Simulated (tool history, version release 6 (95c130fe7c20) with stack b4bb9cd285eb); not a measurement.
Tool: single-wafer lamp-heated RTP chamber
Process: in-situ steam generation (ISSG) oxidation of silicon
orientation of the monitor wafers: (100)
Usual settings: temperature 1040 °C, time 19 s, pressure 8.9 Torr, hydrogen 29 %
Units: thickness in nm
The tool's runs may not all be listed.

run,day,temperature,time,pressure,hydrogen,wafers since the last listed run,wafers since the last pyrometer calibration,hours since the pressure gauge was zeroed,hours since the hydrogen flow controller was replaced,hours since the gauge calibration,"read-back reference wafer on the same gauge, thickness",thickness
1,0,1040,23,8.9,29,0,2365,3345.1,6949.7,308.1,7.28,7.54
# day 0.954: gauge calibrated
2,0.983,1040,23,8.9,29,150,2515,3368.7,6973.3,0.7,7.277,7.543
3,1.679,1040,23,8.9,29,106,2622,3385.4,6990,17.4,7.28,7.56
4,3.104,1040,19,8.9,29,218,2840,3419.6,7024.2,51.6,7.276,6.844
5,3.9,1040,19,8.9,29,121,2962,3438.7,7043.3,70.7,7.281,6.862
6,5.388,1040,19,8.9,29,227,3190,3474.4,7079,106.4,7.281,6.847
7,6.692,1040,19,8.1,29,199,3390,3505.7,7110.3,137.7,7.283,6.935
8,7.696,1040,19,8.1,29,153,3544,3529.8,7134.4,161.8,7.28,6.939
# day 8.929: pressure gauge zeroed
9,8.95,1040,19,8.1,29,141,3685,0.5,7164.5,191.9,7.278,6.922
# day 9.554: pyrometer window cleaned and pyrometer calibrated
10,9.875,1040,22,8.9,29,90,49,22.7,7186.7,214.1,7.281,7.323
11,11.154,1040,19,8.9,29,195,244,53.4,7217.4,244.8,7.283,6.79
12,12.171,1040,15,8.1,24,155,400,77.8,7241.8,269.2,7.281,5.814
13,13.317,1020,19,8.9,29,175,576,105.3,7269.3,296.7,7.28,6.181
# day 14.175: gauge calibrated
14,14.567,1040,19,8.9,29,191,767,135.3,7299.3,9.4,7.275,6.801
15,15.217,1040,12,9.4,21,99,867,150.9,7314.9,25,7.277,5.011
# day 16.092: hydrogen flow controller replaced
16,16.112,1029,24,7.9,21,86,953,172.4,0.5,46.5,7.286,6.783
17,17.483,1052,19,8.2,29,210,1163,205.3,33.4,79.4,7.279,7.356
18,18.367,1040,26,8.9,32,135,1298,226.5,54.6,100.6,7.28,8.218
19,19.475,1060,19,8.9,22,169,1468,253.1,81.2,127.2,7.281,7.129
20,20.575,1060,19,8.9,20,168,1637,279.5,107.6,153.6,7.279,6.983
21,21.908,1029,24,7.9,21,204,1841,311.5,139.6,185.6,7.282,6.766
22,23.375,1026,19,8.9,29,224,2066,346.7,174.8,220.8,7.283,6.377

Forecast each of these 3 alternatives for the next run:
A,23.392,1040,19,8.9,29,2,2068,347.1,175.2,221.2,?,?
B,23.392,1040,16,8.9,32,2,2068,347.1,175.2,221.2,?,?
C,23.392,1040,19,8.9,21,2,2068,347.1,175.2,221.2,?,?

run,"read-back reference wafer on the same gauge, thickness",thickness
A,7.278,6.825
B,7.278,6.429
C,7.278,6.323
Without the tool's hidden state the same runs would have given:
run,thickness
A,6.768
B,6.377
C,6.27

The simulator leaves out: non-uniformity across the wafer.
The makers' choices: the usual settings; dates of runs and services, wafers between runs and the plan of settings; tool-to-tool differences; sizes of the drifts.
